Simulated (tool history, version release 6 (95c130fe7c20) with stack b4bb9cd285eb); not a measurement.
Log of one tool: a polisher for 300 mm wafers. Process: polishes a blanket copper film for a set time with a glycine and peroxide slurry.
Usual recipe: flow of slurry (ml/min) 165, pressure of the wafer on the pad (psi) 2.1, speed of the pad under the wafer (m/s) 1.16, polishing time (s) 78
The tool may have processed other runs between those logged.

run,day,flow of slurry (ml/min),pressure of the wafer on the pad (psi),speed of the pad under the wafer (m/s),polishing time (s),wafers since the last listed run,wafers polished on this pad,hours since the slurry nozzle was cleaned,hours since the head pressure was calibrated,"incoming thickness of the incoming film, nm",film removed (Å)
1,0,180,1.7,1.16,78,0,946,370.8,974.1,2189.8,3863
2,1.996,180,1.7,1.16,78,560,1507,418.7,1022,2229.2,3832
3,4.9,180,1.7,1.16,78,816,2323,488.4,1091.7,2199.9,3841
4,6.008,165,2.1,1.16,78,311,2634,515,1118.3,2207.4,4415
# day 7.812: worn pad replaced by a new one
5,8.983,165,2.1,1.16,78,789,329,586.4,1189.7,2209.4,4219
6,10.171,165,2.1,1.16,78,333,662,614.9,1218.2,2240.8,4161
7,13.133,165,2.1,1.16,78,832,1495,686,1289.3,2211.8,4066
8,15.308,165,2.1,1.16,99,611,2106,738.2,1341.5,2228.4,5128
9,16.883,165,2.1,1.16,78,442,2549,776,1379.3,2230.3,3977
# day 17.504: slurry nozzle cleaned
# day 17.792: worn pad replaced by a new one
10,18.612,165,1.8,0.96,78,427,230,26.6,1420.8,2194.8,3645
11,21.417,165,2.1,1.16,78,787,1018,93.9,1488.1,2252.2,4378
12,23.679,165,2.1,1.16,78,635,1654,148.2,1542.4,2224.1,4514
13,26.471,210,1.7,0.84,78,784,2438,215.2,1609.4,2209.1,3210
# day 27.129: worn pad replaced by a new one
14,27.621,165,2.1,1.16,78,276,138,242.8,1637,2228.7,4313
# day 28.246: head pressure recalibrated
15,30.442,165,1.7,0.84,93,769,907,310.5,52.7,2232.7,3616
16,31.975,165,2.1,0.9,102,430,1338,347.3,89.5,2248.8,4822
17,34.938,165,2.1,1.16,78,832,2170,418.4,160.6,2243.7,4518
# day 37.633: worn pad replaced by a new one
18,37.675,125,2.4,0.96,101,722,11,484.1,226.3,2222.6,4815
19,40.608,165,1.9,1.3,78,824,835,554.5,296.7,2268.6,4302
20,42.529,190,2.4,1.4,92,539,1375,600.6,342.8,2260.9,6550
21,43.746,165,2.1,1,78,341,1717,629.8,372,2251.1,3711
# day 44.017: slurry nozzle cleaned
22,45.404,165,2.1,1.16,78,454,2171,33.3,411.8,2217.1,4474
23,48,165,2.1,1.5,104,729,2901,95.6,474.1,2256.6,7359
# day 48.846: worn pad replaced by a new one
24,50.792,165,2.3,0.92,57,737,546,162.6,541.1,2259.3,2809

Alternative continuations, all from the tool just after run 24; predict every row:
A,50.812,165,2.6,1.16,78,5,552,163.1,541.6,2197,?
B,50.812,165,2.1,1.16,65,5,552,163.1,541.6,2197,?
C,50.812,145,2.1,1.16,78,5,552,163.1,541.6,2197,?
D,50.812,165,2.1,1.5,78,5,552,163.1,541.6,2197,?
E,50.812,190,1.8,1,78,5,552,163.1,541.6,2197,?

run,film removed (Å)
A,5112
B,3706
C,4334
D,5495
E,3698
With the hidden condition removed and each run's random variation left untouched, the same runs would have given:
run,film removed (Å)
A,5172
B,3749
C,4392
D,5559
E,3735
